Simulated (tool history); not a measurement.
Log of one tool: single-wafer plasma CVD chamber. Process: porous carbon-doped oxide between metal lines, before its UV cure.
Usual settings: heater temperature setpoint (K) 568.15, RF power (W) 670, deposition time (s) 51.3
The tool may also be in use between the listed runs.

run   hour  heater temperature setpoint (K)  RF power (W)  deposition time (s)  wafers since the last listed run  hours since the last thermocouple change  hours since the last RF generator calibration  hours since the showerhead was replaced  hours since the gauge calibration  read-back reference wafer on the same gauge, thickness_nm  mean film thickness on the monitor wafer (nm)
  1    0.0                           568.15           670                 51.3                                 0                                    1455.6                                         2291.4                                   6527.8                              168.0                                                    258.205                                        287.886
  2   28.3                           568.15           670                 51.3                               571                                    1483.9                                         2319.7                                   6556.1                              196.3                                                    257.932                                        287.370
  3   42.6                           568.15           670                 51.3                               289                                    1498.2                                         2334.0                                   6570.4                              210.6                                                    257.871                                        287.346
  4   59.6                           568.15           670                 48.2                               343                                    1515.2                                         2351.0                                   6587.4                              227.6                                                    257.875                                        270.313
  5   75.7                           568.15           670                 48.2                               325                                    1531.3                                         2367.1                                   6603.5                              243.7                                                    257.990                                        270.876
  6  103.5                           568.15           670                 48.2                               561                                    1559.1                                         2394.9                                   6631.3                              271.5                                                    257.929                                        271.437
  7  125.2                           568.15           590                 47.0                               438                                    1580.8                                         2416.6                                   6653.0                              293.2                                                    257.975                                        230.755
  8  142.8                           568.15           590                 47.0                               355                                    1598.4                                         2434.2                                   6670.6                              310.8                                                    257.852                                        230.833
  9  169.0                           568.15           590                 47.0                               529                                    1624.6                                         2460.4                                   6696.8                              337.0                                                    257.968                                        229.693
     186.9  -- RF generator calibrated
     187.0  -- gauge calibrated
 10  187.4                           568.15           670                 51.3                               210                                    1643.0                                            0.5                                   6715.2                                0.4                                                    258.007                                        310.415
 11  200.8                           568.15           670                 51.3                               270                                    1656.4                                           13.9                                   6728.6                               13.8                                                    258.079                                        309.340
 12  230.5                           568.15           670                 51.3                               600                                    1686.1                                           43.6                                   6758.3                               43.5                                                    258.020                                        309.313
 13  264.6                           568.15           620                 51.3                               689                                    1720.2                                           77.7                                   6792.4                               77.6                                                    258.025                                        285.322
 14  284.3                           568.15           670                 57.7                               398                                    1739.9                                           97.4                                   6812.1                               97.3                                                    257.997                                        345.045
 15  311.3                           568.15           670                 60.8                               545                                    1766.9                                          124.4                                   6839.1                              124.3                                                    257.920                                        364.065
     325.8  -- showerhead replaced
 16  344.7                           568.15           670                 51.3                               513                                    1800.3                                          157.8                                     18.9                              157.7                                                    257.790                                        307.007
     367.1  -- thermocouple changed; heater temperature recalibrated
 17  367.6                           557.15           570                 60.4                               301                                       0.5                                          180.7                                     41.8                              180.6                                                    258.066                                        336.838
 18  388.7                           572.15           600                 57.8                               426                                      21.6                                          201.8                                     62.9                              201.7                                                    258.156                                        307.993
 19  412.2                           568.15           670                 51.3                               474                                      45.1                                          225.3                                     86.4                              225.2                                                    258.263                                        315.425
 20  430.3                           568.15           670                 57.4                               365                                      63.2                                          243.4                                    104.5                              243.3                                                    257.900                                        349.589
 21  456.6                           568.15           670                 55.0                               531                                      89.5                                          269.7                                    130.8                              269.6                                                    258.115                                        337.088
 22  482.4                           568.15           670                 57.9                               521                                     115.3                                          295.5                                    156.6                              295.4                                                    258.081                                        353.208
 23  502.1                           556.15           720                 41.6                               398                                     135.0                                          315.2                                    176.3                              315.1                                                    258.106                                        297.296
 24  529.5                           568.15           670                 45.6                               553                                     162.4                                          342.6                                    203.7                              342.5                                                    258.010                                        279.005
     536.7  -- gauge calibrated
 25  616.2                           568.15           670                 45.6                              1752                                     249.1                                          429.3                                    290.4                               79.5                                                    258.046                                        278.367

5 ways to go on from here, each from the tool as it stands after run 25. What would each give?
  A  616.6                           568.15           670                 45.5                                 8                                     249.5                                          429.7                                    290.8                               79.9                                                          ?                                              ?
  B  616.6                           563.15           600                 42.4                                 8                                     249.5                                          429.7                                    290.8                               79.9                                                          ?                                              ?
  C  616.6                           568.15           740                 43.0                                 8                                     249.5                                          429.7                                    290.8                               79.9                                                          ?                                              ?
  D  616.6                           568.15           565                 51.3                                 8                                     249.5                                          429.7                                    290.8                               79.9                                                          ?                                              ?
  E  616.6                           561.15           730                 61.2                                 8                                     249.5                                          429.7                                    290.8                               79.9                                                          ?                                              ?

run  read-back reference wafer on the same gauge, thickness_nm  mean film thickness on the monitor wafer (nm)
  A                                                    257.964                                        277.947
  B                                                    257.964                                        239.885
  C                                                    257.964                                        288.969
  D                                                    257.964                                        261.781
  E                                                    257.964                                        422.836
Without the tool's hidden state the same runs would have given:
run  mean film thickness on the monitor wafer (nm)
  A                                        283.803
  B                                        245.051
  C                                        295.057
  D                                        267.435
  E                                        431.901
